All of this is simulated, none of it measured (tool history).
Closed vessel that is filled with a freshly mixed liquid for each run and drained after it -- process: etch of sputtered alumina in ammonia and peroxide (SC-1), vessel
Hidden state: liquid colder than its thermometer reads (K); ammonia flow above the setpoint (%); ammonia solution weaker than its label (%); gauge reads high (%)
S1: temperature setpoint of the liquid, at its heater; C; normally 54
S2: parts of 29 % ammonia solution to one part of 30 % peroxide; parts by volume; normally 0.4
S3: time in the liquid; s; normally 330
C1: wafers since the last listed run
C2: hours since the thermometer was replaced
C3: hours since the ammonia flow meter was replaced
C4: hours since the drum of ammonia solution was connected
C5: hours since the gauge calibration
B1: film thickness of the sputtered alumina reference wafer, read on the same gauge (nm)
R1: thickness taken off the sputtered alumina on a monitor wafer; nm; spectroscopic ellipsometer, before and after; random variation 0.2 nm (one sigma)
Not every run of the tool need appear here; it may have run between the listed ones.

run 1 hour=0 | S1=46 S2=0.4 S3=330 | C1=0 C2=246.6 C3=18.1 C4=1.6 C5=471.2 | B1=140.01 | R1=16.68
run 2 hour=26.2 | S1=46 S2=0.4 S3=330 | C1=2626 C2=272.8 C3=44.3 C4=27.8 C5=497.4 | B1=140.06 | R1=16.71
run 3 hour=87.7 | S1=46 S2=0.4 S3=330 | C1=6164 C2=334.3 C3=105.8 C4=89.3 C5=558.9 | B1=139.94 | R1=16.33
run 4 hour=124.1 | S1=54 S2=0.4 S3=330 | C1=3648 C2=370.7 C3=142.2 C4=125.7 C5=595.3 | B1=140.01 | R1=25.73
run 5 hour=195.9 | S1=54 S2=0.4 S3=330 | C1=7197 C2=442.5 C3=214 C4=197.5 C5=667.1 | B1=140.03 | R1=25.56
run 6 hour=225.6 | S1=57.5 S2=0.4 S3=330 | C1=2977 C2=472.2 C3=243.7 C4=227.2 C5=696.8 | B1=139.98 | R1=30.53
run 7 hour=277.9 | S1=57.5 S2=0.4 S3=330 | C1=5242 C2=524.5 C3=296 C4=279.5 C5=749.1 | B1=140 | R1=30.04
run 8 hour=332.1 | S1=57.5 S2=0.4 S3=330 | C1=5432 C2=578.7 C3=350.2 C4=333.7 C5=803.3 | B1=140 | R1=30.28
-- hour=349.3 gauge calibrated
run 9 hour=395.1 | S1=54 S2=0.45 S3=330 | C1=6314 C2=641.7 C3=413.2 C4=396.7 C5=45.8 | B1=139.99 | R1=24.89
run 10 hour=462.4 | S1=58 S2=0.5 S3=330 | C1=6745 C2=709 C3=480.5 C4=464 C5=113.1 | B1=139.99 | R1=31.16
run 11 hour=507.9 | S1=45.5 S2=0.2 S3=200 | C1=4560 C2=754.5 C3=526 C4=509.5 C5=158.6 | B1=140.01 | R1=8.66
run 12 hour=537.6 | S1=58 S2=0.2 S3=330 | C1=2977 C2=784.2 C3=555.7 C4=539.2 C5=188.3 | B1=139.97 | R1=28.22
-- hour=552.6 thermometer replaced
-- hour=576.1 new drum of ammonia solution connected
run 13 hour=583.9 | S1=44 S2=0.6 S3=280 | C1=4440 C2=31.3 C3=602 C4=7.8 C5=234.6 | B1=140.03 | R1=13.51

Estimate the outcome of run 14 from the log above:
-- hour=641.9 ammonia flow meter replaced
run 14 hour=654.7 | S1=54 S2=0.4 S3=330 | C1=6996 C2=102.1 C3=12.8 C4=78.6 C5=305.4 | B1=? | R1=?

{"run 14": {"B1": 140, "R1": 26.66}}
Minus the tool's unlogged condition, the same run would have read R1 27.16 nm.
